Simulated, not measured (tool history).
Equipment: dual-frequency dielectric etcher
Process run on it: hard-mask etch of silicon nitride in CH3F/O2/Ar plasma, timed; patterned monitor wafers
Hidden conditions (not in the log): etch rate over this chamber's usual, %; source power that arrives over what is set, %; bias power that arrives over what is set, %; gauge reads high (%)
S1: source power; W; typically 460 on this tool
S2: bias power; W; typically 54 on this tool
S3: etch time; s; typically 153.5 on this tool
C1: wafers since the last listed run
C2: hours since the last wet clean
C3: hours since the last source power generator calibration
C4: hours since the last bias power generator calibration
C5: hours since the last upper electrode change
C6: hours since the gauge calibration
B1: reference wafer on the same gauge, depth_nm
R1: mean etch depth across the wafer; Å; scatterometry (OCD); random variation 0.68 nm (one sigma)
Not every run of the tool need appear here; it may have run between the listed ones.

run,hour,S1,S2,S3,C1,C2,C3,C4,C5,C6,B1,R1
1,0.0,460,54,153.5,0,257.2,2291.1,1246.4,1668.6,244.4,116.7,1181
2,41.3,460,54,153.5,399,298.5,2332.4,1287.7,1709.9,285.7,117.2,1179
3,87.5,460,54,153.5,446,344.7,2378.6,1333.9,1756.1,331.9,116.9,1207
# hour 113.0: wet clean of the chamber
4,129.8,460,54,153.5,176,16.8,2420.9,1376.2,1798.4,374.2,117.0,1128
5,168.5,460,54,153.5,374,55.5,2459.6,1414.9,1837.1,412.9,117.0,1143
6,225.0,460,54,153.5,546,112.0,2516.1,1471.4,1893.6,469.4,117.2,1162
7,269.1,460,54,153.5,426,156.1,2560.2,1515.5,1937.7,513.5,117.2,1158
# hour 319.7: gauge calibrated
8,321.1,460,54,153.5,502,208.1,2612.2,1567.5,1989.7,1.4,116.9,1162
9,345.5,460,54,153.5,235,232.5,2636.6,1591.9,2014.1,25.8,116.8,1163
# hour 392.1: source power generator calibrated
# hour 405.2: upper electrode replaced, of another model than before
# hour 423.5: wet clean of the chamber
10,515.8,460,54,153.5,1304,92.3,123.7,1762.2,110.6,196.1,117.0,1129
11,551.5,430,54,130.0,345,128.0,159.4,1797.9,146.3,231.8,117.1,908
12,594.5,380,45,180.0,415,171.0,202.4,1840.9,189.3,274.8,116.5,1054
13,646.8,460,65,153.5,505,223.3,254.7,1893.2,241.6,327.1,116.7,1249
14,672.9,460,40,153.5,252,249.4,280.8,1919.3,267.7,353.2,116.7,1034
15,710.4,460,60,153.5,362,286.9,318.3,1956.8,305.2,390.7,116.8,1217
# hour 714.4: bias power generator calibrated
16,757.7,350,54,138.0,418,334.2,365.6,43.3,352.5,438.0,116.7,804
# hour 827.6: wet clean of the chamber
17,828.1,360,54,153.5,448,0.5,436.0,113.7,422.9,508.4,117.1,913
18,880.0,420,45,177.5,501,52.4,487.9,165.6,474.8,560.3,116.9,1140
19,924.6,460,54,153.5,431,97.0,532.5,210.2,519.4,604.9,117.0,1160

What if the next run were any one of these 4? Each begins from the tool's condition after run 19:
A,925.1,460,54,153.5,4,97.5,533.0,210.7,519.9,605.4,?,?
B,925.1,390,42,134.0,4,97.5,533.0,210.7,519.9,605.4,?,?
C,925.1,340,63,153.5,4,97.5,533.0,210.7,519.9,605.4,?,?
D,925.1,460,49,153.5,4,97.5,533.0,210.7,519.9,605.4,?,?

run,B1,R1
A,117.0,1152
B,117.0,786
C,117.0,909
D,117.0,1110
Take away the tool's hidden state, keep each run's random variation, and the runs would have read:
run,R1
A,1125
B,768
C,887
D,1084
